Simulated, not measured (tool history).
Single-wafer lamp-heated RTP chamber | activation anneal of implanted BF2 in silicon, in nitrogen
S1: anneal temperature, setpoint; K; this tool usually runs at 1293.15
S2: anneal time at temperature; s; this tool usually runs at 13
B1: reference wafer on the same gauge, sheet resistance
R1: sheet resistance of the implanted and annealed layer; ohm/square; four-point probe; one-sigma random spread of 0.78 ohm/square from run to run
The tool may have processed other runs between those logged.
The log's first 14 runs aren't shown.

run 15 day=57.95 | S1=1293.15 S2=13 | B1=556.48 | R1=517.25
run 16 day=60.217 | S1=1293.15 S2=13 | B1=556.31 | R1=517.61
run 17 day=63.112 | S1=1293.15 S2=13 | B1=556.1 | R1=517.98
run 18 day=65.046 | S1=1283.15 S2=13 | B1=556.02 | R1=516.64
run 19 day=69.167 | S1=1309.15 S2=7 | B1=555.81 | R1=521.26
run 20 day=70.692 | S1=1311.15 S2=10 | B1=555.47 | R1=517.65
-- day=71.6 pyrometer window cleaned and pyrometer calibrated
run 21 day=73.512 | S1=1282.15 S2=8 | B1=555.51 | R1=518.85
-- day=74.438 reflector plate cleaned
run 22 day=84.996 | S1=1309.15 S2=18 | B1=554.97 | R1=509.61
run 23 day=89.283 | S1=1268.15 S2=8 | B1=554.85 | R1=520.95
-- day=93.138 pyrometer window cleaned and pyrometer calibrated
run 24 day=93.558 | S1=1315.15 S2=10 | B1=554.86 | R1=517.05
run 25 day=96.992 | S1=1314.15 S2=21 | B1=554.61 | R1=508.36
-- day=99.525 reflector plate cleaned
run 26 day=101.325 | S1=1293.15 S2=8 | B1=554.35 | R1=518.61
run 27 day=103.617 | S1=1293.15 S2=13 | B1=554.42 | R1=515.84
run 28 day=107.442 | S1=1293.15 S2=13 | B1=554.45 | R1=516.59
run 29 day=110.733 | S1=1293.15 S2=13 | B1=554.4 | R1=516.08
run 30 day=112.271 | S1=1314.15 S2=15 | B1=554.36 | R1=511.6
run 31 day=115.558 | S1=1309.15 S2=13 | B1=554.15 | R1=512.71
-- day=118.646 pyrometer window cleaned and pyrometer calibrated
run 32 day=118.667 | S1=1322.15 S2=18 | B1=554.41 | R1=508.47
run 33 day=121.8 | S1=1278.15 S2=10 | B1=554.27 | R1=518.62
-- day=123.346 reflector plate cleaned
run 34 day=123.367 | S1=1302.15 S2=7 | B1=554.17 | R1=519.89

4 options for the next run, each taken on its own from the tool as it stands now. Forecast them:
run A day=123.383 | S1=1293.15 S2=13 | B1=? | R1=?
run B day=123.383 | S1=1270.15 S2=11 | B1=? | R1=?
run C day=123.383 | S1=1293.15 S2=19 | B1=? | R1=?
run D day=123.383 | S1=1272.15 S2=16 | B1=? | R1=?

run=A B1=554.08 R1=514.83
run=B B1=554.08 R1=517.72
run=C B1=554.08 R1=511.19
run=D B1=554.08 R1=515.58
Take away the tool's hidden state, keep each run's random variation, and the runs would have read:
run=A R1=518.37
run=B R1=521.27
run=C R1=514.69
run=D R1=519.12
